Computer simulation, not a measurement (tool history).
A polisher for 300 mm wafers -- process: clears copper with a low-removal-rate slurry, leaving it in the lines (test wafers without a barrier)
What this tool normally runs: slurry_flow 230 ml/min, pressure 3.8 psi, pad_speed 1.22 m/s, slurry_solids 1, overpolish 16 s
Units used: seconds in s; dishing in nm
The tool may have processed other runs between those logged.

run    hour  slurry_flow  pressure  pad_speed  slurry_solids  overpolish  wafers since the last listed run  wafers polished on this pad  hours since the slurry nozzle was cleaned  hours since the head pressure was calibrated  hours since the slurry blender was calibrated  incoming thickness of the incoming film, nm  seconds  dishing
  1       0          230       3.8       1.22           0.85          16                                 0                         1438                                      501.1                                         731.9                                          154.7                                        443.9     82.3       48
         32  -- slurry nozzle cleaned
      133.3  -- worn pad replaced by a new one
  2   141.9          230       3.8       1.22           0.85          16                               875                           55                                      109.9                                         873.8                                          296.6                                        439.2     84.7     46.5
  3   208.3          230       3.8       1.22              1          16                               424                          479                                      176.3                                         940.2                                            363                                        440.6     83.5     46.7
      219.2  -- slurry blender recalibrated
      263.3  -- head pressure recalibrated
  4   349.7          230       3.8       1.22              1          16                               878                         1358                                      317.7                                          86.4                                          130.5                                        431.1       83     46.6
      490.4  -- worn pad replaced by a new one
  5   552.4          230       3.8       1.22              1          16                              1270                          396                                      520.4                                         289.1                                          333.2                                        444.1     85.3     45.9
        575  -- slurry blender recalibrated
        577  -- slurry nozzle cleaned
  6   609.5          230       3.8       1.22            1.2          16                               346                          742                                       32.5                                         346.2                                           34.5                                        432.5     75.6     50.2
  7   650.7          230       4.7       1.22              1          16                               263                         1006                                       73.7                                         387.4                                           75.7                                        442.8     70.3       54
  8   694.4          230       4.7       1.22              1          16                               279                         1285                                      117.4                                         431.1                                          119.4                                        436.5       70     53.3
  9   742.8          230       3.8       1.44              1          16                               309                         1595                                      165.8                                         479.5                                          167.8                                        438.2     69.5     52.4
      803.4  -- worn pad replaced by a new one
 10   803.9          230       3.8       1.44              1          16                               365                            3                                      226.9                                         540.6                                          228.9                                        446.1     71.6     51.1
 11   835.1          230       3.8       1.44              1          16                               199                          202                                      258.1                                         571.8                                          260.1                                          437     69.4     52.9
 12     860          230       3.8       1.22              1          11                               159                          362                                        283                                         596.7                                            285                                        438.2     83.7     36.6
      911.1  -- slurry blender recalibrated
 13   923.2          230       3.8       1.22              1          16                               391                          753                                      346.2                                         659.9                                           12.1                                        442.8     79.3     49.2
 14   978.1          230       3.8       1.22              1          16                               351                         1104                                      401.1                                         714.8                                             67                                        434.6       77     48.2
 15  1047.5          175       3.8       1.22              1          16                               443                         1548                                      470.5                                         784.2                                          136.4                                        440.7     82.2       47
 16  1092.5          230       3.8       1.22              1           7                               287                         1836                                      515.5                                         829.2                                          181.4                                        435.6     79.1     26.4
     1108.8  -- worn pad replaced by a new one
 17  1133.2          230       3.8       1.22              1          16                               234                          156                                      556.2                                         869.9                                          222.1                                        448.8     84.1     48.1
 18  1181.5          230       2.8       1.22           1.25          16                               308                          465                                      604.5                                         918.2                                          270.4                                        436.8     96.6     42.3
     1233.6  -- slurry nozzle cleaned
 19    1242          170       3.2       1.64              1          13                               380                          845                                        8.4                                         978.7                                          330.9                                        440.8     74.7     44.6
       1266  -- head pressure recalibrated
       1290  -- slurry blender recalibrated
 20  1308.1          230       3.8       1.22              1          16                               397                         1243                                       74.5                                          42.1                                           18.1                                        447.8       82     47.9
 21  1376.2          230       3.2        1.6              1          16                               435                         1678                                      142.6                                         110.2                                           86.2                                          449       72     50.4
 22  1415.4          230       3.8       1.22              1          16                               250                         1929                                      181.8                                         149.4                                          125.4                                        443.6     82.3     47.3
     1423.3  -- worn pad replaced by a new one
 23  1455.1          230       3.8       1.22            0.8          16                               228                          203                                      221.5                                         189.1                                          165.1                                        438.7     83.6     45.6
 24  1520.9          230       3.8       1.22            1.3           7                               420                          624                                      287.3                                         254.9                                          230.9                                        430.6     76.8     27.5
 25  1571.1          230       3.8       1.22           1.15          16                               321                          945                                      337.5                                         305.1                                          281.1                                        435.5     79.8     48.4
 26  1625.1          230       3.8       1.22              1          21                               345                         1290                                      391.5                                         359.1                                          335.1                                        436.7     82.9     54.8
     1638.3  -- slurry blender recalibrated
 27  1658.3          230       2.8       1.22           1.25          16                               199                         1490                                      424.7                                         392.3                                             20                                        444.5     94.2     43.8
 28  1719.9          230       5.1       1.22           0.75          16                               393                         1884                                      486.3                                         453.9                                           81.6                                        441.5     67.4     54.7

For some of the steps in seconds from one run to the next: how much would appear even if the tool had no hidden state, given the settings, what came in and random variation, and how much remains for the hidden state plus any gauge scatter that the measured result and the result without hidden state don't share?
Hidden state present: removal rate lost through wear of the pad, %; slurry flow missing at the pad, %; deviation of the head's pressure from its setpoint, %; abrasive missing from the slurry, %.
Run 12 -> 13: overpolish 11 -> 16, slurry blender recalibrated. seconds -4.4 s: hidden state -5.1, all else +0.7.
Run 18 -> 19: slurry_flow 230 -> 170, pressure 2.8 -> 3.2, pad_speed 1.22 -> 1.64, slurry_solids 1.25 -> 1, overpolish 16 -> 13, slurry nozzle cleaned. seconds -21.9 s: hidden state +1.4, all else -23.3.
Run 26 -> 27: pressure 3.8 -> 2.8, slurry_solids 1 -> 1.25, overpolish 21 -> 16, slurry blender recalibrated. seconds +11.3 s: hidden state -5.8, all else +17.1.
Run 27 -> 28: pressure 2.8 -> 5.1, slurry_solids 1.25 -> 0.75. seconds -26.8 s: hidden state +2.3, all else -29.1.
